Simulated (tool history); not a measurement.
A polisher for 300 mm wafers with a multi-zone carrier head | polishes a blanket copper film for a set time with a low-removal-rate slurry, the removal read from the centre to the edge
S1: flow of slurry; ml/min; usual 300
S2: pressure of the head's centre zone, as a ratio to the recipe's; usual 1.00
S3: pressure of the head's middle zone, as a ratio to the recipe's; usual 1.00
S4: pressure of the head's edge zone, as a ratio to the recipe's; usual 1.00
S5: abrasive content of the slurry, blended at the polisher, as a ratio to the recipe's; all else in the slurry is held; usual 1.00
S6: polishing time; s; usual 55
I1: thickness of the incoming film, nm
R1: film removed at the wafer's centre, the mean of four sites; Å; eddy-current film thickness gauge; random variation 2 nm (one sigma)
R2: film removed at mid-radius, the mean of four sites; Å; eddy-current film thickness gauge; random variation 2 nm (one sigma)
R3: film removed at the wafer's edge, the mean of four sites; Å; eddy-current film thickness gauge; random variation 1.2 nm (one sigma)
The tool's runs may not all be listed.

| run | day | S1 | S2 | S3 | S4 | S5 | S6 | I1 | R1 | R2 | R3 |
|---|---|---|---|---|---|---|---|---|---|---|---|
| 1 | 0.000 | 300 | 0.91 | 1.05 | 1.09 | 1.00 | 55 | 916.2 | 1524 | 1719 | 1706 |
|  | 0.554 | carrier head's membrane replaced by a new one |
| 2 | 0.575 | 355 | 1.00 | 1.00 | 1.00 | 1.25 | 55 | 921.2 | 1779 | 1788 | 1716 |
|  | 1.008 | worn pad replaced by a new one |
| 3 | 1.029 | 215 | 1.00 | 1.00 | 1.00 | 0.70 | 55 | 900.9 | 1617 | 1639 | 1602 |
| 4 | 1.246 | 300 | 1.00 | 1.00 | 1.00 | 1.00 | 55 | 921.4 | 1806 | 1749 | 1725 |
| 5 | 1.662 | 380 | 1.00 | 1.00 | 0.93 | 1.00 | 55 | 910.8 | 1758 | 1783 | 1664 |
| 6 | 2.242 | 300 | 0.89 | 0.96 | 1.00 | 1.00 | 55 | 918.1 | 1554 | 1664 | 1678 |
| 7 | 2.617 | 300 | 0.93 | 1.07 | 1.00 | 0.80 | 55 | 905.7 | 1524 | 1702 | 1571 |
| 8 | 2.921 | 300 | 1.00 | 1.00 | 1.00 | 1.00 | 55 | 919.3 | 1701 | 1654 | 1654 |
| 9 | 3.188 | 300 | 1.00 | 1.00 | 1.00 | 1.15 | 55 | 904.4 | 1740 | 1697 | 1661 |
| 10 | 3.496 | 220 | 1.00 | 1.00 | 1.00 | 1.00 | 40 | 920.3 | 1192 | 1171 | 1145 |
| 11 | 4.125 | 300 | 1.00 | 1.00 | 1.08 | 0.90 | 41 | 920.0 | 1216 | 1191 | 1233 |
| 12 | 4.450 | 300 | 1.00 | 1.00 | 1.00 | 1.00 | 55 | 915.5 | 1664 | 1650 | 1611 |
| 13 | 5.162 | 300 | 1.00 | 0.90 | 1.00 | 0.90 | 55 | 922.6 | 1593 | 1477 | 1572 |
| 14 | 5.579 | 300 | 1.00 | 1.00 | 1.06 | 1.00 | 55 | 928.8 | 1654 | 1632 | 1656 |
|  | 5.754 | worn pad replaced by a new one |
| 15 | 6.062 | 395 | 1.00 | 0.91 | 0.93 | 1.00 | 72 | 902.2 | 2397 | 2208 | 2218 |
| 16 | 6.433 | 390 | 0.95 | 0.93 | 0.95 | 1.00 | 55 | 910.5 | 1716 | 1664 | 1699 |
| 17 | 6.704 | 300 | 1.00 | 1.11 | 1.00 | 1.00 | 55 | 912.0 | 1718 | 1833 | 1672 |
| 18 | 7.021 | 300 | 0.94 | 1.00 | 1.00 | 1.00 | 55 | 912.3 | 1636 | 1719 | 1663 |
| 19 | 7.533 | 300 | 1.11 | 1.00 | 1.00 | 1.00 | 55 | 914.7 | 1868 | 1705 | 1649 |
| 20 | 8.192 | 390 | 1.00 | 0.97 | 0.90 | 1.00 | 55 | 909.1 | 1724 | 1642 | 1599 |
| 21 | 8.625 | 300 | 1.00 | 1.07 | 1.06 | 0.90 | 71 | 907.5 | 2141 | 2175 | 2107 |

What the log doesn't show, run by run:
slurry flow missing at the pad, %: 0 in every run
deviation of the centre zone's pressure from its setpoint, %: 0 in every run
deviation of the edge zone's pressure from its setpoint, %: 0 in every run
H1: removal rate lost through wear of the pad, %
| run | H1 |
|---|---|
| 1 | 8.6 |
| 2 | 8.79 |
| 3 | 1.57 |
| 4 | 2.75 |
| 5 | 4.6 |
| 6 | 6.48 |
| 7 | 7.37 |
| 8 | 7.95 |
| 9 | 8.37 |
| 10 | 8.78 |
| 11 | 9.4 |
| 12 | 9.63 |
| 13 | 10 |
| 14 | 10.1 |
| 15 | 3.46 |
| 16 | 5.06 |
| 17 | 6 |
| 18 | 6.92 |
| 19 | 8.06 |
| 20 | 9.07 |
| 21 | 9.53 |
